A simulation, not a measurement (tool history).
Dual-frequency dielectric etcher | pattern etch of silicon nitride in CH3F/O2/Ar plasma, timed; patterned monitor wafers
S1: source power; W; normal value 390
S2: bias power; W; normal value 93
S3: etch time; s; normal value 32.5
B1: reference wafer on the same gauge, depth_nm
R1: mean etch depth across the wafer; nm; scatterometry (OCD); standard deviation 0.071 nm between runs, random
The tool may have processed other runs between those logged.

run   hour   S1   S2    S3     B1     R1
  1    0.0  390   93  32.5  27.31  24.48
  2   14.2  390   93  32.5  27.30  24.45
  3   31.6  390   93  32.5  27.29  24.40
  4   41.8  360   93  32.5  27.28  23.66
  5   52.1  390   84  27.5  27.26  19.42
  6   62.7  390   84  27.5  27.28  19.37
  7   78.2  320   93  32.5  27.31  22.79
  8   87.5  390   93  32.5  27.30  24.28
  9   99.1  390   93  32.5  27.29  24.18
 10  106.1  390   93  32.5  27.29  24.11
 11  120.6  390   93  29.5  27.31  21.88
 12  132.4  390   93  29.5  27.30  22.06
     146.1  -- source power generator calibrated
 13  146.6  390   93  29.5  27.31  21.93
 14  158.9  390   93  32.5  27.29  24.17
     165.4  -- gauge calibrated
 15  166.5  390   93  32.5  27.30  24.01
     188.7  -- bias power generator calibrated
     191.6  -- upper electrode replaced
 16  192.1  390   93  29.5  27.31  21.91
 17  192.4  390   82  32.5  27.32  22.50
     250.6  -- wet clean of the chamber
 18  251.1  300   73  23.5  27.31  14.31
 19  251.4  320   85  32.5  27.31  22.15
 20  251.8  390   93  32.5  27.27  25.05
 21  257.0  440  110  24.0  27.32  20.95
 22  271.4  390   93  32.5  27.31  24.82
 23  285.7  390   93  32.5  27.30  24.89
 24  296.6  360   93  32.5  27.31  24.13
 25  311.9  390   71  35.5  27.30  23.29
 26  320.8  440   83  32.5  27.32  24.24
 27  338.1  450   80  29.0  27.27  21.41
 28  344.8  300  108  32.5  27.28  24.70
 29  355.2  310   81  22.5  27.28  14.68
 30  368.6  340  116  27.5  27.31  22.52

Hidden state or all else? Some run-to-run changes of R1, split into what the settings, what came in and random variation would give without the hidden state, and what is left for the hidden state (with any gauge scatter that isn't in both results):
Hidden state present: etch rate over this chamber's usual, %; source power that arrives over what is set, %; bias power that arrives over what is set, %; gauge reads high (%).
Run 4 -> 5: S1 360 -> 390, S2 93 -> 84, S3 32.5 -> 27.5. R1 -4.24 nm: hidden state +0.11, all else -4.35.
Run 6 -> 7: S1 390 -> 320, S2 84 -> 93, S3 27.5 -> 32.5. R1 +3.42 nm: hidden state -0.12, all else +3.54.
Run 17 -> 18: S1 390 -> 300, S2 82 -> 73, S3 32.5 -> 23.5, wet clean of the chamber. R1 -8.19 nm: hidden state +0.79, all else -8.98.
Run 28 -> 29: S1 300 -> 310, S2 108 -> 81, S3 32.5 -> 22.5. R1 -10.02 nm: hidden state +0.11, all else -10.13.
Run 29 -> 30: S1 310 -> 340, S2 81 -> 116, S3 22.5 -> 27.5. R1 +7.84 nm: hidden state -0.11, all else +7.95.

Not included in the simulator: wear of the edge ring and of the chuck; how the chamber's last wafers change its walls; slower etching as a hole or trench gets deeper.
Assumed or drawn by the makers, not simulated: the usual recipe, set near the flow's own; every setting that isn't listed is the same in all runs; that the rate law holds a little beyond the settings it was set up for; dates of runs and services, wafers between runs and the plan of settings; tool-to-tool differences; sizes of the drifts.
